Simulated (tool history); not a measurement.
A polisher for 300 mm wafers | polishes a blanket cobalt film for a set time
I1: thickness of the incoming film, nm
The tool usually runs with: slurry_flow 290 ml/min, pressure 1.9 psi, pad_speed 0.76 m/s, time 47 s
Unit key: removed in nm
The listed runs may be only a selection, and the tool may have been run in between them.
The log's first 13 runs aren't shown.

{"run": 14, "hour": 785.9, "slurry_flow": 310, "pressure": 1.7, "pad_speed": 0.76, "time": 47, "I1": 1055.9, "removed": 138.4}
{"run": 15, "hour": 829.9, "slurry_flow": 310, "pressure": 1.7, "pad_speed": 0.76, "time": 47, "I1": 1044.3, "removed": 138}
{"run": 16, "hour": 874.1, "slurry_flow": 290, "pressure": 1.9, "pad_speed": 0.76, "time": 47, "I1": 1030.6, "removed": 150.2}
{"run": 17, "hour": 939.9, "slurry_flow": 290, "pressure": 1.5, "pad_speed": 0.76, "time": 62, "I1": 1048.9, "removed": 152.6}
{"run": 18, "hour": 967.0, "slurry_flow": 375, "pressure": 1.9, "pad_speed": 0.76, "time": 47, "I1": 1023.7, "removed": 151.7}
{"run": 19, "hour": 1038.7, "slurry_flow": 235, "pressure": 1.4, "pad_speed": 0.94, "time": 58, "I1": 1026.6, "removed": 152.5}
{"run": 20, "hour": 1064.7, "slurry_flow": 195, "pressure": 1.9, "pad_speed": 0.64, "time": 40, "I1": 1046.9, "removed": 90.3}
{"hour": 1076.6, "done": "slurry nozzle cleaned"}
{"hour": 1106.5, "done": "worn pad replaced by a new one"}
{"run": 21, "hour": 1127.9, "slurry_flow": 290, "pressure": 1.9, "pad_speed": 0.6, "time": 38, "I1": 1018, "removed": 99.2}
{"hour": 1146.5, "done": "head pressure recalibrated"}
{"run": 22, "hour": 1166.6, "slurry_flow": 260, "pressure": 1.9, "pad_speed": 0.6, "time": 41, "I1": 1028.3, "removed": 105.3}
{"run": 23, "hour": 1210.7, "slurry_flow": 385, "pressure": 2.5, "pad_speed": 0.62, "time": 57, "I1": 1041.9, "removed": 207.1}
{"run": 24, "hour": 1273.2, "slurry_flow": 290, "pressure": 1.9, "pad_speed": 0.76, "time": 47, "I1": 1027.3, "removed": 152.2}
{"run": 25, "hour": 1351.1, "slurry_flow": 290, "pressure": 1.9, "pad_speed": 0.76, "time": 47, "I1": 1053.1, "removed": 152.2}
{"run": 26, "hour": 1400.2, "slurry_flow": 290, "pressure": 1.9, "pad_speed": 0.76, "time": 47, "I1": 1028.8, "removed": 147.9}
{"run": 27, "hour": 1470.3, "slurry_flow": 290, "pressure": 1.4, "pad_speed": 0.76, "time": 47, "I1": 1033.7, "removed": 107}
{"hour": 1519.7, "done": "slurry nozzle cleaned"}
{"run": 28, "hour": 1541.6, "slurry_flow": 290, "pressure": 1.9, "pad_speed": 0.76, "time": 47, "I1": 1039.7, "removed": 148.5}
{"run": 29, "hour": 1576.7, "slurry_flow": 290, "pressure": 1.9, "pad_speed": 0.76, "time": 47, "I1": 1052.8, "removed": 144.3}
{"run": 30, "hour": 1603.4, "slurry_flow": 260, "pressure": 2.4, "pad_speed": 0.84, "time": 41, "I1": 1056.1, "removed": 172.6}
{"hour": 1625.3, "done": "worn pad replaced by a new one"}
{"run": 31, "hour": 1628.6, "slurry_flow": 260, "pressure": 1.9, "pad_speed": 0.6, "time": 41, "I1": 1059.2, "removed": 106.6}
{"run": 32, "hour": 1835.1, "slurry_flow": 290, "pressure": 1.9, "pad_speed": 0.54, "time": 47, "I1": 1051.3, "removed": 107.2}
{"run": 33, "hour": 1882.1, "slurry_flow": 290, "pressure": 1.7, "pad_speed": 0.76, "time": 47, "I1": 1029.5, "removed": 131.9}
{"run": 34, "hour": 1928.2, "slurry_flow": 260, "pressure": 1.9, "pad_speed": 0.62, "time": 57, "I1": 1044.4, "removed": 141.1}

Estimate the outcome of run 35 from the log above:
{"hour": 1968.2, "done": "slurry nozzle cleaned"}
{"run": 35, "hour": 1976.0, "slurry_flow": 330, "pressure": 1.9, "pad_speed": 0.76, "time": 51, "I1": 1049.2, "removed": "?"}

removed: 167.1 nm
Had the tool carried no hidden state, the very same run would have given removed 173.9 nm.
